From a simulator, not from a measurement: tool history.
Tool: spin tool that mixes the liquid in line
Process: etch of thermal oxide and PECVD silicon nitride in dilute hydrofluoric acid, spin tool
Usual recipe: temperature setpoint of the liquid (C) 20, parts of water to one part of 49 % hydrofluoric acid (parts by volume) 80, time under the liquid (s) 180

| run | day | temperature setpoint of the liquid (C) | parts of water to one part of 49 % hydrofluoric acid (parts by volume) | time under the liquid (s) | wafers since the last listed run | hours since the thermometer was replaced | hours since the hydrofluoric acid flow meter was replaced | hours since the gauge calibration | read-back film thickness of the thermal oxide reference wafer, read on the same gauge (nm) | read-back film thickness of the PECVD silicon nitride reference wafer, read on the same gauge (nm) | thickness taken off the thermal oxide on a monitor wafer (nm) | thickness taken off the PECVD silicon nitride on a monitor wafer (nm) |
|---|---|---|---|---|---|---|---|---|---|---|---|---|
| 1 | 0 | 20 | 80 | 180 | 0 | 856.1 | 1709.9 | 652.6 | 89.99 | 119.99 | 9.76 | 7.44 |
| 2 | 1.112 | 20 | 80 | 180 | 169 | 882.8 | 1736.6 | 679.3 | 90.01 | 120.01 | 9.83 | 7.52 |
| 3 | 2.488 | 20 | 80 | 180 | 209 | 915.8 | 1769.6 | 712.3 | 90.01 | 119.95 | 9.84 | 7.56 |
| 4 | 3.421 | 20 | 80 | 180 | 142 | 938.2 | 1792 | 734.7 | 90.02 | 120.05 | 9.82 | 7.48 |
| 5 | 4.6 | 20 | 110 | 180 | 180 | 966.5 | 1820.3 | 763 | 90.01 | 120.01 | 6.9 | 5.45 |
|  | 5.358 | gauge calibrated |
| 6 | 5.417 | 20 | 80 | 180 | 124 | 986.1 | 1839.9 | 1.4 | 90.01 | 120 | 9.89 | 7.48 |
|  | 6.046 | hydrofluoric acid flow meter replaced |
| 7 | 6.525 | 20 | 80 | 180 | 162 | 1012.7 | 11.5 | 28 | 89.98 | 119.98 | 9.79 | 7.47 |
| 8 | 7.921 | 20 | 80 | 180 | 213 | 1046.2 | 45 | 61.5 | 90.03 | 120.01 | 9.8 | 7.52 |
| 9 | 8.771 | 17 | 80 | 180 | 129 | 1066.6 | 65.4 | 81.9 | 89.99 | 120.01 | 8.67 | 6.18 |
| 10 | 10 | 25 | 80 | 260 | 187 | 1096.1 | 94.9 | 111.4 | 90 | 120 | 17.42 | 15.38 |
| 11 | 10.879 | 20 | 80 | 180 | 134 | 1117.2 | 116 | 132.5 | 90.01 | 119.96 | 9.83 | 7.62 |
| 12 | 11.592 | 20 | 90 | 235 | 108 | 1134.3 | 133.1 | 149.6 | 90.02 | 120.04 | 11.35 | 8.82 |
| 13 | 12.171 | 20 | 80 | 145 | 88 | 1148.2 | 147 | 163.5 | 90.01 | 120.03 | 7.92 | 6.02 |
| 14 | 13.042 | 23 | 105 | 215 | 132 | 1169.1 | 167.9 | 184.4 | 89.98 | 119.99 | 9.77 | 8.5 |
| 15 | 13.912 | 20 | 80 | 75 | 132 | 1190 | 188.8 | 205.3 | 89.96 | 120.01 | 4.12 | 3.16 |
| 16 | 14.708 | 20 | 110 | 180 | 121 | 1209.1 | 207.9 | 224.4 | 90.01 | 119.97 | 6.9 | 5.62 |
| 17 | 15.275 | 18 | 65 | 180 | 86 | 1222.7 | 221.5 | 238 | 89.94 | 120.02 | 11.41 | 8.09 |
| 18 | 15.983 | 20 | 80 | 270 | 108 | 1239.7 | 238.5 | 255 | 90.03 | 120.03 | 14.92 | 11.46 |
|  | 16.392 | thermometer replaced |
| 19 | 16.958 | 25 | 45 | 250 | 142 | 13.6 | 261.9 | 278.4 | 90 | 119.99 | 30.38 | 24.64 |
| 20 | 18.142 | 20 | 80 | 180 | 180 | 42 | 290.3 | 306.8 | 89.97 | 120.01 | 9.57 | 7.27 |
| 21 | 19.604 | 23.5 | 80 | 80 | 223 | 77.1 | 325.4 | 341.9 | 90 | 120.03 | 4.92 | 4 |
| 22 | 20.508 | 18 | 45 | 180 | 138 | 98.8 | 347.1 | 363.6 | 89.98 | 120.02 | 16.3 | 11.05 |
| 23 | 21.667 | 21.5 | 80 | 245 | 176 | 126.6 | 374.9 | 391.4 | 90 | 119.98 | 13.93 | 10.88 |
| 24 | 22.942 | 20 | 80 | 120 | 194 | 157.2 | 405.5 | 422 | 90.02 | 119.95 | 6.36 | 4.83 |
| 25 | 24.158 | 18.5 | 80 | 110 | 185 | 186.4 | 434.7 | 451.2 | 89.99 | 119.99 | 5.52 | 3.93 |
| 26 | 25.588 | 20 | 95 | 280 | 218 | 220.7 | 469 | 485.5 | 89.97 | 120.01 | 12.33 | 9.57 |
| 27 | 26.542 | 20 | 80 | 180 | 145 | 243.6 | 491.9 | 508.4 | 89.99 | 120.01 | 9.61 | 7.17 |

Below, each run's measurement less what the same run would have read without the hidden state. Both values contain the same run-to-run variation, but the gauge's scatter may not be the same in both:
The tool's hidden condition here consists of: liquid hotter than its thermometer reads (K); hydrofluoric acid flow below the setpoint (%); gauge reads high (%).
| run | thickness taken off the thermal oxide on a monitor wafer (nm) | thickness taken off the PECVD silicon nitride on a monitor wafer (nm) |
|---|---|---|
| 1 | +0.28 | +0.34 |
| 2 | +0.28 | +0.35 |
| 3 | +0.29 | +0.36 |
| 4 | +0.3 | +0.37 |
| 5 | +0.21 | +0.27 |
| 6 | +0.31 | +0.38 |
| 7 | +0.31 | +0.39 |
| 8 | +0.32 | +0.41 |
| 9 | +0.3 | +0.35 |
| 10 | +0.58 | +0.83 |
| 11 | +0.35 | +0.43 |
| 12 | +0.4 | +0.51 |
| 13 | +0.28 | +0.35 |
| 14 | +0.34 | +0.49 |
| 15 | +0.15 | +0.19 |
| 16 | +0.25 | +0.34 |
| 17 | +0.45 | +0.52 |
| 18 | +0.58 | +0.72 |
| 19 | +0.1 | +0.13 |
| 20 | +0.04 | +0.05 |
| 21 | +0.03 | +0.03 |
| 22 | +0.1 | +0.1 |
| 23 | +0.09 | +0.12 |
| 24 | +0.05 | +0.06 |
| 25 | +0.05 | +0.06 |
| 26 | +0.12 | +0.14 |
| 27 | +0.09 | +0.11 |

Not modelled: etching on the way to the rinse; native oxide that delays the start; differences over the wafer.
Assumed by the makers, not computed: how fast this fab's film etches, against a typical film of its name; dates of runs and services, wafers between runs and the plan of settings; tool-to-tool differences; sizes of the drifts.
